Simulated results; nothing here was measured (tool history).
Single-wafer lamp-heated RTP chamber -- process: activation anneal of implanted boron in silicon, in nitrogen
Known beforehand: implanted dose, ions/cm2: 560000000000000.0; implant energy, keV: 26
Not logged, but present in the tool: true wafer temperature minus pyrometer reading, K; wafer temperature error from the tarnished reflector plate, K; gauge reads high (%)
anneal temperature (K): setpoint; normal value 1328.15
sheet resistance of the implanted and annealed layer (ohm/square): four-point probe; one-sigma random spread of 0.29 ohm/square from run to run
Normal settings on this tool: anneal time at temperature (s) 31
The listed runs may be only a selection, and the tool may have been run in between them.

run,hour,anneal temperature (K),anneal time at temperature (s),wafers since the last listed run,wafers since the last pyrometer calibration,wafers since the reflector plate was cleaned,hours since the gauge calibration,"read-back reference wafer on the same gauge, sheet resistance",sheet resistance of the implanted and annealed layer (ohm/square)
1,0,1328.15,31,0,1967,5082,500.9,170.97,195.34
# hour 50.2: gauge calibrated
2,66.1,1328.15,31,817,2784,5899,15.9,170.97,195.12
3,96.1,1328.15,31,370,3155,6270,45.9,171.04,195
4,122.4,1328.15,36,325,3480,6595,72.2,170.98,194.06
5,169.9,1328.15,31,587,4068,7183,119.7,170.99,195.08
6,241.8,1328.15,31,889,4957,8072,191.6,170.99,195.09
# hour 280.8: pyrometer window cleaned and pyrometer calibrated
7,298.4,1344.15,45,600,217,8673,248.2,171.05,192.87
8,350.3,1343.15,40,641,859,9315,300.1,170.96,192.76
9,396.7,1347.15,39,573,1433,9888,346.5,170.98,193.18

What will run 10 give?
10,433.2,1328.15,42,451,1884,10340,383,?,?

Run 10 measured read-back reference wafer on the same gauge, sheet resistance 170.99, sheet resistance of the implanted and annealed layer (ohm/square) 193.7.
Had the tool carried no hidden state, the very same run would have given sheet resistance of the implanted and annealed layer (ohm/square) 193.7.
